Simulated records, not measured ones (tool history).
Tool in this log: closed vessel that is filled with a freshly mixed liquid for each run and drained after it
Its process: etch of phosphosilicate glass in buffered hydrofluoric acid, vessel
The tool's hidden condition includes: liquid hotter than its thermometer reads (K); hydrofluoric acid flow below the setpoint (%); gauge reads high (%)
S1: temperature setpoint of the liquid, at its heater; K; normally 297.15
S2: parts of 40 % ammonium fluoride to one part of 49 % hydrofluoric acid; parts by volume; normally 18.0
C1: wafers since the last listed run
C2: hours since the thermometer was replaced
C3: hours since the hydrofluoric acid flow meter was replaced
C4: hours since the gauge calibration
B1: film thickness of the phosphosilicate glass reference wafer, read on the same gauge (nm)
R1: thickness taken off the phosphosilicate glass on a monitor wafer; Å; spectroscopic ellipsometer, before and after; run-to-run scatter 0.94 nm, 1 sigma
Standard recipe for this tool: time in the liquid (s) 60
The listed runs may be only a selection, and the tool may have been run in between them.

{"run": 1, "day": 0.0, "S1": 297.15, "S2": 18.0, "time in the liquid (s)": 60, "C1": 0, "C2": 1730.1, "C3": 1740.3, "C4": 152.8, "B1": 139.97, "R1": 1785.4}
{"run": 2, "day": 0.383, "S1": 297.15, "S2": 18.0, "time in the liquid (s)": 60, "C1": 1308, "C2": 1739.3, "C3": 1749.5, "C4": 162.0, "B1": 139.98, "R1": 1778.4}
{"run": 3, "day": 0.838, "S1": 297.15, "S2": 18.0, "time in the liquid (s)": 60, "C1": 1550, "C2": 1750.2, "C3": 1760.4, "C4": 172.9, "B1": 140.0, "R1": 1763.9}
{"run": 4, "day": 1.333, "S1": 297.15, "S2": 18.0, "time in the liquid (s)": 60, "C1": 1693, "C2": 1762.1, "C3": 1772.3, "C4": 184.8, "B1": 140.02, "R1": 1772.5}
{"run": 5, "day": 1.696, "S1": 297.15, "S2": 18.0, "time in the liquid (s)": 60, "C1": 1237, "C2": 1770.8, "C3": 1781.0, "C4": 193.5, "B1": 139.98, "R1": 1771.3}
{"run": 6, "day": 2.421, "S1": 297.15, "S2": 18.0, "time in the liquid (s)": 60, "C1": 2475, "C2": 1788.2, "C3": 1798.4, "C4": 210.9, "B1": 140.0, "R1": 1768.7}
{"run": 7, "day": 4.325, "S1": 297.15, "S2": 18.0, "time in the liquid (s)": 60, "C1": 6501, "C2": 1833.9, "C3": 1844.1, "C4": 256.6, "B1": 139.99, "R1": 1774.7}
{"run": 8, "day": 4.708, "S1": 297.15, "S2": 18.0, "time in the liquid (s)": 60, "C1": 1308, "C2": 1843.1, "C3": 1853.3, "C4": 265.8, "B1": 140.01, "R1": 1773.2}
{"run": 9, "day": 5.192, "S1": 297.15, "S2": 18.0, "time in the liquid (s)": 60, "C1": 1650, "C2": 1854.7, "C3": 1864.9, "C4": 277.4, "B1": 139.97, "R1": 1774.6}
{"run": 10, "day": 5.504, "S1": 297.15, "S2": 18.0, "time in the liquid (s)": 60, "C1": 1067, "C2": 1862.2, "C3": 1872.4, "C4": 284.9, "B1": 139.99, "R1": 1771.4}
{"day": 5.642, "done": "hydrofluoric acid flow meter replaced"}
{"run": 11, "day": 6.246, "S1": 297.15, "S2": 14.0, "time in the liquid (s)": 60, "C1": 2390, "C2": 1880.0, "C3": 14.5, "C4": 302.7, "B1": 139.98, "R1": 2512.9}
{"run": 12, "day": 6.696, "S1": 297.15, "S2": 14.0, "time in the liquid (s)": 60, "C1": 1536, "C2": 1890.8, "C3": 25.3, "C4": 313.5, "B1": 140.01, "R1": 2517.6}
{"run": 13, "day": 7.262, "S1": 297.15, "S2": 18.0, "time in the liquid (s)": 60, "C1": 1934, "C2": 1904.4, "C3": 38.9, "C4": 327.1, "B1": 140.03, "R1": 1960.8}
{"run": 14, "day": 7.754, "S1": 297.15, "S2": 18.0, "time in the liquid (s)": 60, "C1": 1678, "C2": 1916.2, "C3": 50.7, "C4": 338.9, "B1": 139.98, "R1": 1960.5}
{"run": 15, "day": 8.054, "S1": 295.65, "S2": 18.0, "time in the liquid (s)": 50, "C1": 1024, "C2": 1923.4, "C3": 57.9, "C4": 346.1, "B1": 140.01, "R1": 1519.8}
{"day": 8.179, "done": "thermometer replaced"}
{"day": 8.683, "done": "gauge calibrated"}
{"run": 16, "day": 8.704, "S1": 297.15, "S2": 18.0, "time in the liquid (s)": 60, "C1": 2077, "C2": 12.6, "C3": 73.5, "C4": 0.5, "B1": 140.02, "R1": 1971.5}
{"run": 17, "day": 9.258, "S1": 297.15, "S2": 18.0, "time in the liquid (s)": 60, "C1": 1892, "C2": 25.9, "C3": 86.8, "C4": 13.8, "B1": 139.99, "R1": 1976.7}
{"run": 18, "day": 9.825, "S1": 300.65, "S2": 15.5, "time in the liquid (s)": 60, "C1": 1934, "C2": 39.5, "C3": 100.4, "C4": 27.4, "B1": 139.98, "R1": 2741.4}
{"run": 19, "day": 10.312, "S1": 300.15, "S2": 24.0, "time in the liquid (s)": 30, "C1": 1664, "C2": 51.2, "C3": 112.1, "C4": 39.1, "B1": 140.0, "R1": 927.4}
{"run": 20, "day": 10.983, "S1": 297.15, "S2": 18.0, "time in the liquid (s)": 60, "C1": 2290, "C2": 67.3, "C3": 128.2, "C4": 55.2, "B1": 140.01, "R1": 1978.9}
{"run": 21, "day": 11.442, "S1": 293.15, "S2": 21.0, "time in the liquid (s)": 40, "C1": 1564, "C2": 78.3, "C3": 139.2, "C4": 66.2, "B1": 139.95, "R1": 921.3}
{"run": 22, "day": 11.942, "S1": 297.15, "S2": 18.0, "time in the liquid (s)": 40, "C1": 1707, "C2": 90.3, "C3": 151.2, "C4": 78.2, "B1": 140.0, "R1": 1319.7}
{"run": 23, "day": 12.433, "S1": 292.15, "S2": 24.5, "time in the liquid (s)": 40, "C1": 1678, "C2": 102.1, "C3": 163.0, "C4": 90.0, "B1": 140.0, "R1": 777.1}
{"run": 24, "day": 12.775, "S1": 297.15, "S2": 18.0, "time in the liquid (s)": 60, "C1": 1166, "C2": 110.3, "C3": 171.2, "C4": 98.2, "B1": 140.01, "R1": 1951.7}
{"run": 25, "day": 13.504, "S1": 293.65, "S2": 23.5, "time in the liquid (s)": 60, "C1": 2489, "C2": 127.8, "C3": 188.7, "C4": 115.7, "B1": 139.97, "R1": 1309.3}
{"run": 26, "day": 13.95, "S1": 293.15, "S2": 24.0, "time in the liquid (s)": 60, "C1": 1522, "C2": 138.5, "C3": 199.4, "C4": 126.4, "B1": 140.0, "R1": 1256.2}
{"run": 27, "day": 14.538, "S1": 293.65, "S2": 18.0, "time in the liquid (s)": 95, "C1": 2006, "C2": 152.6, "C3": 213.5, "C4": 140.5, "B1": 139.97, "R1": 2556.7}
{"run": 28, "day": 14.804, "S1": 297.15, "S2": 18.0, "time in the liquid (s)": 60, "C1": 910, "C2": 159.0, "C3": 219.9, "C4": 146.9, "B1": 140.02, "R1": 1937.7}

What differs in the tool's unlogged condition from the final listed run ahead of each entry between runs to the first listed run following it?
Logged between run 10 and run 11: hydrofluoric acid flow meter replaced (day 5.642)
  hydrofluoric acid flow below the setpoint (%): 12.2 -> 0.594
  measured result minus the result with no hidden state, R1: -227.8 -> -14.8 Å
Logged between run 15 and run 16: thermometer replaced (day 8.179); gauge calibrated (day 8.683)
  hydrofluoric acid flow below the setpoint (%): 0.863 -> 0.96
  measured result minus the result with no hidden state, R1: -13.1 -> -18.8 Å
